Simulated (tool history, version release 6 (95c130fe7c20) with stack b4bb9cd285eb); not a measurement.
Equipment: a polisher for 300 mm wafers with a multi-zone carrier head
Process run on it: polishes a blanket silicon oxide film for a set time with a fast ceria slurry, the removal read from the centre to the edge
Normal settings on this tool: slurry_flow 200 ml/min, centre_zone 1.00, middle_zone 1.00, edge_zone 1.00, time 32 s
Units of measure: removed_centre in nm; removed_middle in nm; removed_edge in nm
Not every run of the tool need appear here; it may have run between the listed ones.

run	hour	slurry_flow	centre_zone	middle_zone	edge_zone	time	wafers since the last listed run	wafers polished on this pad	hours since the slurry nozzle was cleaned	hours since the centre zone pressure was calibrated	hours since the edge zone pressure was calibrated	hours since the carrier head's membrane was replaced	incoming thickness of the incoming film, nm	removed_centre	removed_middle	removed_edge
1	0.0	200	1.00	1.00	0.93	32	0	1131	196.9	17.5	82.1	299.1	1538.5	426.6	438.8	440.3
# hour 13.9: worn pad replaced by a new one
2	14.4	200	1.08	1.00	1.00	32	113	5	211.3	31.9	96.5	313.5	1516.2	489.4	449.5	474.9
# hour 26.9: slurry nozzle cleaned
3	28.1	220	1.00	1.00	1.11	32	138	144	1.2	45.6	110.2	327.2	1517.5	466.7	470.4	519.5
4	43.8	240	1.12	1.00	0.88	32	171	316	16.9	61.3	125.9	342.9	1506.2	512.6	478.8	448.4
5	51.3	200	1.00	1.00	1.08	32	82	398	24.4	68.8	133.4	350.4	1512.4	447.0	448.2	489.6
6	58.5	200	1.00	1.00	0.92	32	78	476	31.6	76.0	140.6	357.6	1520.5	441.9	447.6	446.4
7	73.0	200	1.09	1.00	1.00	40	158	635	46.1	90.5	155.1	372.1	1538.1	602.1	550.9	581.7
# hour 106.9: worn pad replaced by a new one
8	107.3	135	1.00	1.00	1.00	32	331	4	80.4	124.8	189.4	406.4	1504.6	412.1	426.2	451.0
9	115.7	200	1.00	1.00	1.00	32	91	96	88.8	133.2	197.8	414.8	1520.7	448.9	454.5	480.6
10	133.6	180	1.00	1.09	1.00	32	195	292	106.7	151.1	215.7	432.7	1547.1	431.7	474.9	464.5
# hour 142.6: carrier head's membrane replaced by a new one
11	146.3	150	1.00	1.00	1.00	32	84	376	119.4	163.8	228.4	3.7	1508.3	403.2	417.2	442.9
12	154.4	150	1.00	0.97	1.00	32	88	465	127.5	171.9	236.5	11.8	1495.3	400.1	397.9	447.1
13	170.1	200	1.00	1.00	1.00	32	171	637	143.2	187.6	252.2	27.5	1543.0	429.5	437.6	459.8
14	186.1	200	0.88	1.07	0.92	32	175	812	159.2	203.6	268.2	43.5	1512.3	379.8	456.7	435.2
# hour 199.7: worn pad replaced by a new one
15	200.2	200	1.09	1.00	1.00	40	110	5	173.3	217.7	282.3	57.6	1525.6	618.3	573.5	590.3
16	210.9	160	0.88	0.89	1.00	24	117	122	184.0	228.4	293.0	68.3	1526.4	274.6	291.1	343.9
17	219.8	180	1.00	1.08	1.00	42	97	219	192.9	237.3	301.9	77.2	1518.2	560.9	612.3	608.8
18	228.1	200	1.09	1.00	1.00	40	90	310	201.2	245.6	310.2	85.5	1528.9	594.3	540.9	590.9
19	242.6	200	1.00	1.00	0.91	32	158	469	215.7	260.1	324.7	100.0	1507.9	428.1	433.9	439.7
20	249.5	200	1.00	1.00	1.00	32	75	544	222.6	267.0	331.6	106.9	1515.2	431.1	439.4	454.9
21	262.0	150	1.00	1.12	1.00	32	136	681	235.1	279.5	344.1	119.4	1540.1	397.9	444.3	434.1

Table of differences, measured result less the result of that run with no hidden state. Run-to-run variation is the same in both. Gauge scatter possibly is not:
Hidden state present: removal rate lost through wear of the pad, %; slurry flow missing at the pad, %; deviation of the centre zone's pressure from its setpoint, %; deviation of the edge zone's pressure from its setpoint, %.
run	removed_centre	removed_middle	removed_edge
1	-44.3	-43.5	-39.2
2	-23.3	-19.4	-15.7
3	-12.4	-12.4	-13.4
4	-23.5	-21.6	-19.5
5	-24.7	-24.2	-25.1
6	-27.3	-27.0	-25.4
7	-43.7	-38.8	-38.4
8	-17.6	-16.0	-11.9
9	-18.6	-17.5	-15.2
10	-29.2	-30.1	-25.4
11	-35.4	-34.3	-30.7
12	-37.6	-34.9	-33.4
13	-37.7	-36.6	-34.2
14	-35.5	-40.7	-34.6
15	-25.9	-21.6	-16.5
16	-19.2	-18.6	-17.2
17	-41.5	-42.0	-34.6
18	-45.4	-38.9	-36.3
19	-37.2	-35.6	-31.4
20	-39.1	-37.7	-34.1
21	-45.2	-47.1	-38.7
